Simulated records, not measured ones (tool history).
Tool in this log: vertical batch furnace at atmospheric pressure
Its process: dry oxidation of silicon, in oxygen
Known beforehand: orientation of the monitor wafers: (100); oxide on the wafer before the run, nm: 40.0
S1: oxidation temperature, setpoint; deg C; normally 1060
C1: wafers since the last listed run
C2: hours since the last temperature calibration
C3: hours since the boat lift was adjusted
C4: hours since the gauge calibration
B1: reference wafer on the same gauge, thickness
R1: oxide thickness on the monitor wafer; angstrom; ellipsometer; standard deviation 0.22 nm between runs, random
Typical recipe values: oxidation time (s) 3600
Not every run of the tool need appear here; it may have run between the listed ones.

Run 1, hour 0: usual settings; C1 0; C2 4316.3; C3 1714.8; C4 394.7; B1 110.99. Result: R1 1108.2 angstrom.
Run 2, hour 97.4: usual settings; C1 1257; C2 4413.7; C3 1812.2; C4 492.1; B1 111.01. Result: R1 1109.5 angstrom.
Run 3, hour 201.3: usual settings; C1 1341; C2 4517.6; C3 1916.1; C4 596; B1 110.98. Result: R1 1103.9 angstrom.
Run 4, hour 255.9: usual settings; C1 705; C2 4572.2; C3 1970.7; C4 650.6; B1 111.04. Result: R1 1101.3 angstrom.
Run 5, hour 328.2: usual settings; C1 933; C2 4644.5; C3 2043; C4 722.9; B1 111.02. Result: R1 1102.9 angstrom.
At hour 390.8: gauge calibrated.
Run 6, hour 434.4: usual settings; C1 1371; C2 4750.7; C3 2149.2; C4 43.6; B1 111.01. Result: R1 1106.8 angstrom.
At hour 475.2: thermocouples replaced and temperature profile calibrated.
At hour 489.3: boat lift adjusted.
Run 7, hour 507.4: usual settings but oxidation time (s) 2190; C1 450; C2 32.2; C3 18.1; C4 116.6; B1 111. Result: R1 866.9 angstrom.
Run 8, hour 591.9: usual settings but S1 1035 deg C, oxidation time (s) 2250; C1 1091; C2 116.7; C3 102.6; C4 201.1; B1 110.97. Result: R1 772.5 angstrom.
Run 9, hour 654.6: usual settings but S1 1044 deg C, oxidation time (s) 1830; C1 809; C2 179.4; C3 165.3; C4 263.8; B1 111. Result: R1 744.5 angstrom.
At hour 707.3: boat lift adjusted, repeated, since the last time left the tool worse.
Run 10, hour 760.4: usual settings; C1 1056; C2 285.2; C3 53.1; C4 369.6; B1 111.02. Result: R1 1118.4 angstrom.
Run 11, hour 798.2: usual settings but S1 1067 deg C, oxidation time (s) 2010; C1 488; C2 323; C3 90.9; C4 407.4; B1 111. Result: R1 890.1 angstrom.
Run 12, hour 947.9: usual settings but S1 1039 deg C, oxidation time (s) 2010; C1 1933; C2 472.7; C3 240.6; C4 557.1; B1 111.02. Result: R1 772.8 angstrom.
Run 13, hour 985.3: usual settings but S1 1039 deg C, oxidation time (s) 3090; C1 482; C2 510.1; C3 278; C4 594.5; B1 110.98. Result: R1 923.2 angstrom.
Run 14, hour 1035.3: usual settings but S1 1041 deg C, oxidation time (s) 2460; C1 645; C2 560.1; C3 328; C4 644.5; B1 111.05. Result: R1 846.3 angstrom.

State the hidden condition of the tool at each of the runs:
true tube temperature minus thermocouple reading, K: 0 across all the runs
gauge reads high (%): 0 across all the runs
H1: monitor wafer colder than the profiled boat position, K
run      H1
  1    1.93
  2    2.08
  3    2.25
  4    2.34
  5    2.47
  6    2.67
  7    5.18
  8    5.18
  9    5.19
 10  0.0233
 11  0.0257
 12  0.0476
 13  0.0562
 14  0.0695
